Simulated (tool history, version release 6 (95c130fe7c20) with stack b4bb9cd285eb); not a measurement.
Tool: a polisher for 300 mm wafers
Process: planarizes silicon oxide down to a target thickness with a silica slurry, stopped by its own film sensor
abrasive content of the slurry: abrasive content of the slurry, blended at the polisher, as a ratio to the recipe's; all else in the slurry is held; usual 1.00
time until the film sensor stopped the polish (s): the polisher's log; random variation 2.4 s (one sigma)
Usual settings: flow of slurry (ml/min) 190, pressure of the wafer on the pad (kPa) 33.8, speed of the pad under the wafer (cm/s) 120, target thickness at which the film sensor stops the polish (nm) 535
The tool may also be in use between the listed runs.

run,day,flow of slurry (ml/min),pressure of the wafer on the pad (kPa),speed of the pad under the wafer (cm/s),abrasive content of the slurry,target thickness at which the film sensor stops the polish (nm),"incoming thickness of the incoming film, nm",time until the film sensor stopped the polish (s)
1,0.000,220,33.8,120,1.25,535,991.6,139.2
2,0.371,220,33.8,120,1.25,535,1011.1,140.8
3,0.738,190,33.8,120,1.00,535,978.0,149.3
# day 1.029: worn pad replaced by a new one
4,1.258,190,33.8,120,1.00,535,1005.9,159.3
5,1.683,190,33.8,120,1.00,535,994.1,158.1
6,2.325,190,33.8,120,1.00,502,1005.8,175.8
7,2.833,190,33.8,120,1.00,502,995.0,166.2
8,3.204,190,33.8,120,1.00,502,993.3,165.3
9,3.575,190,33.8,120,1.00,535,972.7,156.9
10,4.062,145,27.6,120,0.80,535,993.7,233.5
11,4.508,220,33.8,120,1.25,535,974.6,130.6
# day 5.108: slurry nozzle cleaned
12,5.129,190,33.8,142,1.10,535,987.5,119.9
# day 5.417: head pressure recalibrated
13,5.442,190,33.8,120,1.00,535,1001.4,142.5
14,5.767,190,33.8,154,1.00,535,980.8,121.1
15,6.267,190,33.8,120,1.00,535,980.4,139.8
# day 6.629: conditioning disc replaced and pad reconditioned
16,6.846,150,45.5,88,1.00,632,983.7,99.7
17,7.325,190,33.8,84,1.00,535,985.7,163.1
18,7.929,190,40.0,120,1.00,535,984.2,120.1
19,8.667,190,33.8,82,0.90,435,989.7,225.0
# day 8.775: slurry blender recalibrated
20,9.354,190,33.8,120,1.00,535,1007.0,152.6
21,10.042,190,33.8,136,0.85,535,977.0,140.6
# day 10.362: worn pad replaced by a new one
22,10.658,235,33.8,120,1.00,436,992.8,167.8
23,11.242,190,33.8,120,1.00,467,993.0,168.1
24,11.529,190,33.8,132,1.00,535,990.7,134.4
25,13.450,225,39.3,120,1.00,535,1003.4,127.7

Forecast each of these 5 alternatives for the next run:
A,13.471,190,28.3,120,1.00,535,984.9,?
B,13.471,190,33.8,120,0.85,449,984.9,?
C,13.471,165,33.8,120,1.00,535,984.9,?
D,13.471,190,33.8,120,1.10,535,984.9,?
E,13.471,215,33.8,92,1.30,535,984.9,?

run,time until the film sensor stopped the polish (s)
A,178.3
B,193.2
C,154.3
D,142.6
E,149.6
Without the tool's hidden state the same runs would have given:
run,time until the film sensor stopped the polish (s)
A,167.1
B,181.0
C,143.1
D,133.6
E,141.2
